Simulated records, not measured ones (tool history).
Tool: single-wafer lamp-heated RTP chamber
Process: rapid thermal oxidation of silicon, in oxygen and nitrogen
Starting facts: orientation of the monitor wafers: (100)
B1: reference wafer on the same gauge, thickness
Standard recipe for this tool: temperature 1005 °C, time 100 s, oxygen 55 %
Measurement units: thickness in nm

Run 1, hour 0: usual settings but oxygen 37 %; B1 7.019. Result: thickness 5.579 nm.
Run 2, hour 10.2: usual settings; B1 7.02. Result: thickness 6.397 nm.
Run 3, hour 23.5: usual settings; B1 7.013. Result: thickness 6.412 nm.
Run 4, hour 37.4: usual settings but oxygen 42 %; B1 7.017. Result: thickness 5.848 nm.
Run 5, hour 54.1: usual settings but oxygen 42 %; B1 7.024. Result: thickness 5.892 nm.
Run 6, hour 63: usual settings but oxygen 42 %; B1 7.018. Result: thickness 5.881 nm.
Run 7, hour 70.7: usual settings; B1 7.014. Result: thickness 6.463 nm.
Run 8, hour 76.9: usual settings but time 119 s; B1 7.022. Result: thickness 7.036 nm.
Run 9, hour 90.2: usual settings but temperature 1016 °C, time 84 s, oxygen 45 %; B1 7.02. Result: thickness 6.058 nm.
At hour 135.3: gauge calibrated.
Run 10, hour 137.7: usual settings but oxygen 42 %; B1 7.026. Result: thickness 5.955 nm.
At hour 151.2: oxygen flow controller replaced.
Run 11, hour 151.7: usual settings but oxygen 76 %; B1 7.024. Result: thickness 7.293 nm.
At hour 163.4: pyrometer window cleaned and pyrometer calibrated.
Run 12, hour 163.9: usual settings but oxygen 39 %; B1 7.021. Result: thickness 5.423 nm.
Run 13, hour 167.2: usual settings but temperature 986 °C; B1 7.021. Result: thickness 5.297 nm.
Run 14, hour 181.4: usual settings but temperature 980 °C; B1 7.02. Result: thickness 5.068 nm.
Run 15, hour 195.3: usual settings; B1 7.021. Result: thickness 6.051 nm.
Run 16, hour 212.2: usual settings but time 131 s; B1 7.02. Result: thickness 6.886 nm.

5 options for the next run, each taken on its own from the tool as it stands now. Forecast them:
Run A, hour 212.6: usual settings but temperature 1029 °C; B1 ?. Result: thickness ?.
Run B, hour 212.6: usual settings but temperature 980 °C, time 137 s, oxygen 63 %; B1 ?. Result: thickness ?.
Run C, hour 212.6: usual settings but temperature 975 °C, oxygen 44 %; B1 ?. Result: thickness ?.
Run D, hour 212.6: usual settings but time 84 s, oxygen 68 %; B1 ?. Result: thickness ?.
Run E, hour 212.6: usual settings but temperature 1016 °C, time 73 s, oxygen 41 %; B1 ?. Result: thickness ?.

run    B1  thickness
  A  7.02      7.218
  B  7.02      6.105
  C  7.02      4.545
  D  7.02      6.059
  E  7.02      5.174
Take away the tool's hidden state, keep each run's random variation, and the runs would have read:
run  thickness
  A      7.202
  B       6.09
  C      4.534
  D      6.045
  E      5.162
